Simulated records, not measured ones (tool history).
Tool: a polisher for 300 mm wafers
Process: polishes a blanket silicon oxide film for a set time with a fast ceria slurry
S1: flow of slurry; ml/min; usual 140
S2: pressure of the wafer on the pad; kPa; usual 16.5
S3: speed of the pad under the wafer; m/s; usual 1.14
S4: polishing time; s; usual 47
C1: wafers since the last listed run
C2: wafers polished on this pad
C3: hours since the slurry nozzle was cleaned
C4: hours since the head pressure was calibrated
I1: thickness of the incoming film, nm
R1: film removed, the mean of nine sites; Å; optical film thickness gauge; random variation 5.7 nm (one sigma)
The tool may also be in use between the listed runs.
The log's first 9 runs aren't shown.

-- hour=582.9 slurry nozzle cleaned
run 10 hour=584.7 | S1=140 S2=16.5 S3=1.14 S4=47 | C1=789 C2=1830 C3=1.8 C4=628.4 | I1=2742.2 | R1=5920
run 11 hour=641.9 | S1=105 S2=16.5 S3=1.14 S4=47 | C1=763 C2=2594 C3=59 C4=685.6 | I1=2719.3 | R1=5545
run 12 hour=904.8 | S1=105 S2=16.5 S3=1.14 S4=47 | C1=3510 C2=6105 C3=321.9 C4=948.5 | I1=2700.3 | R1=5489
-- hour=972.4 worn pad replaced by a new one
run 13 hour=972.9 | S1=140 S2=16.5 S3=1.14 S4=47 | C1=856 C2=7 C3=390 C4=1016.6 | I1=2710.2 | R1=5764
-- hour=1251.3 head pressure recalibrated
run 14 hour=1280.1 | S1=140 S2=16.5 S3=1.14 S4=47 | C1=4075 C2=4083 C3=697.2 C4=28.8 | I1=2723.9 | R1=5642
-- hour=1304.4 slurry nozzle cleaned
run 15 hour=1341.8 | S1=140 S2=16.5 S3=1.14 S4=47 | C1=810 C2=4893 C3=37.4 C4=90.5 | I1=2742.7 | R1=5860
run 16 hour=1395.1 | S1=140 S2=16.5 S3=1.14 S4=47 | C1=711 C2=5605 C3=90.7 C4=143.8 | I1=2747.2 | R1=5948
-- hour=1457.8 worn pad replaced by a new one
run 17 hour=1458.3 | S1=140 S2=16.5 S3=1.14 S4=47 | C1=790 C2=6 C3=153.9 C4=207 | I1=2745.7 | R1=5842
run 18 hour=1551.8 | S1=125 S2=11.7 S3=0.92 S4=60 | C1=1248 C2=1254 C3=247.4 C4=300.5 | I1=2741.6 | R1=4092
run 19 hour=1594.4 | S1=140 S2=16.5 S3=1.14 S4=47 | C1=568 C2=1823 C3=290 C4=343.1 | I1=2800.5 | R1=5806

The next listed run, before its measurement:
run 20 hour=1633.7 | S1=120 S2=18.6 S3=1.14 S4=47 | C1=524 C2=2348 C3=329.3 C4=382.4 | I1=2770.3 | R1=?

R1: 6336 Å
Without the tool's hidden state the same run would have given R1 6520 Å.
